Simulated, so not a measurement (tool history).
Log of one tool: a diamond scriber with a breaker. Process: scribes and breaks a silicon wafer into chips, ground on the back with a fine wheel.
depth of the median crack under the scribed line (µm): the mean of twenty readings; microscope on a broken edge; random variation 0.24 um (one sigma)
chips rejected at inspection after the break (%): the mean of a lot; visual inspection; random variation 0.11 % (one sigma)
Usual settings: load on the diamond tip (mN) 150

run   hour  load on the diamond tip (mN)  incoming depth of the damage left on the back of the incoming wafer, um  depth of the median crack under the scribed line (µm)  chips rejected at inspection after the break (%)
  1    0.0                           150                                                                     1.97                                                  11.52                                              3.07
  2   16.3                           150                                                                     1.97                                                  11.12                                              3.31
  3   33.3                           150                                                                     2.59                                                  11.70                                              3.66
  4   44.1                           150                                                                     1.52                                                  11.41                                              2.87
  5   55.9                           150                                                                     2.10                                                  11.14                                              3.55
  6   62.2                           150                                                                     2.85                                                  11.06                                              4.45
  7   75.8                           150                                                                     2.07                                                  11.22                                              3.88
  8   82.9                           128                                                                     1.98                                                  10.46                                              5.79
  9   91.6                           128                                                                     1.88                                                  10.39                                              5.86
 10  101.6                           128                                                                     2.95                                                  10.30                                              7.49
 11  118.2                           150                                                                     2.99                                                  11.22                                              5.54
 12  130.0                           150                                                                     2.25                                                  10.69                                              4.76
 13  143.5                           150                                                                     2.88                                                  10.89                                              5.99
 14  195.3                           150                                                                     3.00                                                  10.66                                              7.18
 15  207.6                           150                                                                     2.27                                                  10.55                                              5.85
 16  225.1                           150                                                                     2.73                                                  10.54                                              6.70
 17  235.2                           125                                                                     2.11                                                   9.88                                              9.41
 18  246.7                           170                                                                     2.76                                                  10.89                                              5.13
 19  255.1                           166                                                                     2.65                                                  11.21                                              5.32
     272.1  -- diamond tip replaced by a new one
 20  272.8                           128                                                                     2.56                                                  11.92                                              3.87
 21  280.3                           150                                                                     1.90                                                  11.62                                              2.00
 22  295.1                           194                                                                     2.47                                                  13.47                                              2.37
     306.3  -- load on the tip recalibrated
 23  310.9                           112                                                                     2.37                                                  11.20                                              5.11
 24  324.7                           174                                                                     1.53                                                  13.06                                              1.65
 25  334.1                           150                                                                     2.49                                                  11.74                                              2.57
 26  350.4                           150                                                                     2.54                                                  12.00                                              3.12
 27  357.5                           150                                                                     2.14                                                  11.81                                              2.46
 28  368.6                           150                                                                     2.44                                                  11.91                                              3.02
 29  378.0                           171                                                                     2.96                                                  12.44                                              2.85
 30  389.2                           162                                                                     2.35                                                  12.23                                              2.21
 31  400.9                           135                                                                     2.58                                                  11.47                                              4.35
 32  408.6                           174                                                                     2.86                                                  12.00                                              2.82

Forecast each of these 3 alternatives for the next run:
  A  409.2                           138                                                                     2.97                                                      ?                                                 ?
  B  409.2                           180                                                                     2.97                                                      ?                                                 ?
  C  409.2                           175                                                                     2.97                                                      ?                                                 ?

run  depth of the median crack under the scribed line (µm)  chips rejected at inspection after the break (%)
  A                                                  11.19                                              4.86
  B                                                  12.44                                              2.95
  C                                                  12.29                                              3.03
Without the tool's hidden state the same runs would have given:
run  depth of the median crack under the scribed line (µm)  chips rejected at inspection after the break (%)
  A                                                  12.13                                              3.17
  B                                                  13.48                                              3.23
  C                                                  13.32                                              3.10

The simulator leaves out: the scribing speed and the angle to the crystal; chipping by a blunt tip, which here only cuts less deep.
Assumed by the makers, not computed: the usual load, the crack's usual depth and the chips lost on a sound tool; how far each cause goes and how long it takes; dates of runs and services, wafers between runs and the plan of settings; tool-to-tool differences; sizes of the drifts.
